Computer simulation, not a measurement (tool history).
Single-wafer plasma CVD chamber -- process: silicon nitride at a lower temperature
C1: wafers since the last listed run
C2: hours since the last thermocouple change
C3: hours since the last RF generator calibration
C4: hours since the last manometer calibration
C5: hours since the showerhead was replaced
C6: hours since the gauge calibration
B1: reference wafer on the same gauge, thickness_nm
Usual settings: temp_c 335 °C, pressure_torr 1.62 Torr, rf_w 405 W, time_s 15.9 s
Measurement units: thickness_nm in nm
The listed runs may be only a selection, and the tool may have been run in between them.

Run 1, hour 0.0: usual settings; C1 0; C2 2701.0; C3 444.0; C4 1946.8; C5 3693.3; C6 2359.6; B1 27.104. Result: thickness_nm 24.244 nm.
Run 2, hour 102.3: usual settings; C1 1509; C2 2803.3; C3 546.3; C4 2049.1; C5 3795.6; C6 2461.9; B1 27.092. Result: thickness_nm 24.265 nm.
Run 3, hour 200.2: usual settings; C1 1444; C2 2901.2; C3 644.2; C4 2147.0; C5 3893.5; C6 2559.8; B1 27.086. Result: thickness_nm 24.268 nm.
At hour 239.4: thermocouple changed; heater temperature recalibrated.
Run 4, hour 287.4: usual settings but temp_c 321 °C, pressure_torr 1.83 Torr, rf_w 465 W, time_s 18.4 s; C1 1168; C2 48.0; C3 731.4; C4 2234.2; C5 3980.7; C6 2647.0; B1 27.111. Result: thickness_nm 31.865 nm.
At hour 331.1: showerhead replaced.
Run 5, hour 335.1: usual settings but temp_c 329 °C, pressure_torr 1.47 Torr, rf_w 480 W, time_s 16.9 s; C1 585; C2 95.7; C3 779.1; C4 2281.9; C5 4.0; C6 2694.7; B1 27.108. Result: thickness_nm 28.796 nm.
Run 6, hour 403.8: usual settings but temp_c 327 °C; C1 1013; C2 164.4; C3 847.8; C4 2350.6; C5 72.7; C6 2763.4; B1 27.096. Result: thickness_nm 24.239 nm.
Run 7, hour 490.1: usual settings; C1 1273; C2 250.7; C3 934.1; C4 2436.9; C5 159.0; C6 2849.7; B1 27.087. Result: thickness_nm 24.154 nm.
Run 8, hour 530.1: usual settings but pressure_torr 1.33 Torr, time_s 18.3 s; C1 590; C2 290.7; C3 974.1; C4 2476.9; C5 199.0; C6 2889.7; B1 27.105. Result: thickness_nm 26.907 nm.
At hour 562.5: RF generator calibrated.
At hour 625.2: capacitance manometer re-zeroed and calibrated.
Run 9, hour 631.0: usual settings but rf_w 355 W; C1 1252; C2 391.6; C3 68.5; C4 5.8; C5 299.9; C6 2990.6; B1 27.097. Result: thickness_nm 21.618 nm.
Run 10, hour 688.9: usual settings but time_s 14.2 s; C1 854; C2 449.5; C3 126.4; C4 63.7; C5 357.8; C6 3048.5; B1 27.099. Result: thickness_nm 21.614 nm.
Run 11, hour 763.8: usual settings but pressure_torr 1.91 Torr, rf_w 460 W; C1 1105; C2 524.4; C3 201.3; C4 138.6; C5 432.7; C6 3123.4; B1 27.088. Result: thickness_nm 27.375 nm.
Run 12, hour 841.8: usual settings but temp_c 342 °C, time_s 14.1 s; C1 1150; C2 602.4; C3 279.3; C4 216.6; C5 510.7; C6 3201.4; B1 27.096. Result: thickness_nm 21.466 nm.
At hour 936.2: gauge calibrated.
Run 13, hour 1062.1: usual settings but pressure_torr 1.96 Torr, rf_w 335 W, time_s 13.6 s; C1 3250; C2 822.7; C3 499.6; C4 436.9; C5 731.0; C6 125.9; B1 27.096. Result: thickness_nm 18.122 nm.
Run 14, hour 1104.7: usual settings; C1 628; C2 865.3; C3 542.2; C4 479.5; C5 773.6; C6 168.5; B1 27.105. Result: thickness_nm 24.163 nm.
Run 15, hour 1179.5: usual settings; C1 1103; C2 940.1; C3 617.0; C4 554.3; C5 848.4; C6 243.3; B1 27.090. Result: thickness_nm 24.105 nm.
Run 16, hour 1286.2: usual settings but temp_c 341 °C; C1 1574; C2 1046.8; C3 723.7; C4 661.0; C5 955.1; C6 350.0; B1 27.102. Result: thickness_nm 24.024 nm.
Run 17, hour 1356.0: usual settings but pressure_torr 1.45 Torr; C1 1029; C2 1116.6; C3 793.5; C4 730.8; C5 1024.9; C6 419.8; B1 27.097. Result: thickness_nm 23.690 nm.
Run 18, hour 1566.0: usual settings; C1 3098; C2 1326.6; C3 1003.5; C4 940.8; C5 1234.9; C6 629.8; B1 27.091. Result: thickness_nm 24.055 nm.
Run 19, hour 1624.7: usual settings but temp_c 339 °C, rf_w 480 W; C1 866; C2 1385.3; C3 1062.2; C4 999.5; C5 1293.6; C6 688.5; B1 27.113. Result: thickness_nm 27.334 nm.
Run 20, hour 1720.4: usual settings but time_s 19.0 s; C1 1411; C2 1481.0; C3 1157.9; C4 1095.2; C5 1389.3; C6 784.2; B1 27.099. Result: thickness_nm 28.788 nm.
Run 21, hour 1758.7: usual settings but temp_c 346 °C, pressure_torr 1.51 Torr, rf_w 350 W, time_s 15.0 s; C1 565; C2 1519.3; C3 1196.2; C4 1133.5; C5 1427.6; C6 822.5; B1 27.078. Result: thickness_nm 19.739 nm.
Run 22, hour 1837.6: usual settings but temp_c 344 °C; C1 1164; C2 1598.2; C3 1275.1; C4 1212.4; C5 1506.5; C6 901.4; B1 27.088. Result: thickness_nm 23.916 nm.
At hour 1888.7: RF generator calibrated.
Run 23, hour 2062.6: usual settings but rf_w 460 W, time_s 17.2 s; C1 3201; C2 1823.2; C3 173.9; C4 1437.4; C5 1731.5; C6 1126.4; B1 27.108. Result: thickness_nm 29.058 nm.
Run 24, hour 2103.2: usual settings; C1 598; C2 1863.8; C3 214.5; C4 1478.0; C5 1772.1; C6 1167.0; B1 27.093. Result: thickness_nm 24.255 nm.
Run 25, hour 2209.2: usual settings; C1 1563; C2 1969.8; C3 320.5; C4 1584.0; C5 1878.1; C6 1273.0; B1 27.099. Result: thickness_nm 24.187 nm.
Run 26, hour 2273.6: usual settings but pressure_torr 1.49 Torr; C1 950; C2 2034.2; C3 384.9; C4 1648.4; C5 1942.5; C6 1337.4; B1 27.102. Result: thickness_nm 23.923 nm.
Run 27, hour 2341.6: usual settings but temp_c 330 °C; C1 1003; C2 2102.2; C3 452.9; C4 1716.4; C5 2010.5; C6 1405.4; B1 27.086. Result: thickness_nm 24.227 nm.

How the hidden state differs across the entries between the runs, from the last listed run before each to the first after it:
Between runs 3 and 4: thermocouple changed; heater temperature recalibrated (hour 239.4)
  delivered RF power above the setpoint (%): -1.09 -> -1.23; true pressure above the setpoint (%): 8.23 -> 8.29
  measured minus no-state result, thickness_nm: +0.095 -> +0.100 nm
Between runs 4 and 5: showerhead replaced (hour 331.1)
  delivered RF power above the setpoint (%): -1.23 -> -1.3; true pressure above the setpoint (%): 8.29 -> 8.32
  measured minus no-state result, thickness_nm: +0.100 -> +0.104 nm
Between runs 8 and 9: RF generator calibrated (hour 562.5); capacitance manometer re-zeroed and calibrated (hour 625.2)
  delivered RF power above the setpoint (%): -1.6 -> -0.174; true pressure above the setpoint (%): 8.44 -> 0.746
  measured minus no-state result, thickness_nm: +0.014 -> -0.006 nm
Between runs 12 and 13: gauge calibrated (hour 936.2)
  delivered RF power above the setpoint (%): -0.5 -> -0.841; true pressure above the setpoint (%): 2.62 -> 4.14
  measured minus no-state result, thickness_nm: +0.004 -> -0.019 nm
Between runs 22 and 23: RF generator calibrated (hour 1888.7)
  delivered RF power above the setpoint (%): -2.04 -> -0.654; true pressure above the setpoint (%): 7.16 -> 7.62
  measured minus no-state result, thickness_nm: -0.124 -> +0.187 nm
